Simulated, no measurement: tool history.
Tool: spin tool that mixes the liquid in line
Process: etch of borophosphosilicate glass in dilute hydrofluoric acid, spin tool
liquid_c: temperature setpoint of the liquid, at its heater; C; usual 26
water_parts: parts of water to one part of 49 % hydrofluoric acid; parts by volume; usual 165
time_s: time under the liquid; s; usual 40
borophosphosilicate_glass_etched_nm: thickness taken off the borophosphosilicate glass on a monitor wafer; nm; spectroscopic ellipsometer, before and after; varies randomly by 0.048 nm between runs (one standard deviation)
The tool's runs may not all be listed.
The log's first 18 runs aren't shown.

run     day  liquid_c  water_parts  time_s  wafers since the last listed run  hours since the thermometer was replaced  hours since the hydrofluoric acid flow meter was replaced  hours since the gauge calibration  read-back film thickness of the borophosphosilicate glass reference wafer, read on the same gauge (nm)  borophosphosilicate_glass_etched_nm
 19  53.458      22.5          240      35                               299                                     183.7                                                      698.1                             1975.3                                                                                                     120                                 3.18
 20  55.912      29.5          165      30                               464                                     242.6                                                        757                             2034.2                                                                                                  120.02                                 5.62
 21  60.367        24          145      60                               843                                     349.5                                                      863.9                             2141.1                                                                                                  119.97                                10.86
 22  62.829        26          165      40                               466                                     408.6                                                        923                             2200.2                                                                                                  120.01                                 6.68
      64.25  -- hydrofluoric acid flow meter replaced
 23  64.379        23          100      55                               285                                     445.8                                                        3.1                             2237.4                                                                                                  119.98                                14.74
     66.125  -- gauge calibrated
 24  67.192        26          165      40                               532                                     513.3                                                       70.6                               25.6                                                                                                  120.01                                 6.76
 25  69.729        24          215      65                               480                                     574.2                                                      131.5                               86.5                                                                                                     120                                 7.42
 26  71.467        26          165      40                               329                                     615.9                                                      173.2                              128.2                                                                                                  119.99                                 6.86
 27  73.967        26          165      40                               473                                     675.9                                                      233.2                              188.2                                                                                                     120                                 6.83
 28  76.088        26          165      40                               401                                     726.8                                                      284.1                              239.1                                                                                                  119.99                                 6.83
 29  77.592        22          165      25                               284                                     762.9                                                      320.2                              275.2                                                                                                     120                                 3.71
 30  80.908      23.5          185      40                               628                                     842.5                                                      399.8                              354.8                                                                                                  119.99                                  5.5
 31  84.783      30.5          165      55                               733                                     935.5                                                      492.8                              447.8                                                                                                  119.99                                11.08
     88.842  -- thermometer replaced
 32  89.275        26          165      40                               842                                      10.4                                                      600.6                              555.6                                                                                                     120                                 6.54

Branching from run 32: 4 alternative next runs. What would each branch give?
  A  89.292        26          165      30                                 3                                      10.8                                                        601                                556                                                                                                       ?                                    ?
  B  89.292        26          200      40                                 3                                      10.8                                                        601                                556                                                                                                       ?                                    ?
  C  89.292      22.5          235      60                                 3                                      10.8                                                        601                                556                                                                                                       ?                                    ?
  D  89.292        28          245      30                                 3                                      10.8                                                        601                                556                                                                                                       ?                                    ?

run  read-back film thickness of the borophosphosilicate glass reference wafer, read on the same gauge (nm)  borophosphosilicate_glass_etched_nm
  A                                                                                                  119.99                                 4.94
  B                                                                                                  119.99                                 5.22
  C                                                                                                  119.99                                 5.65
  D                                                                                                  119.99                                 3.26
With the hidden condition removed and each run's random variation left untouched, the same runs would have given:
run  borophosphosilicate_glass_etched_nm
  A                                  4.9
  B                                 5.17
  C                                  5.6
  D                                 3.23
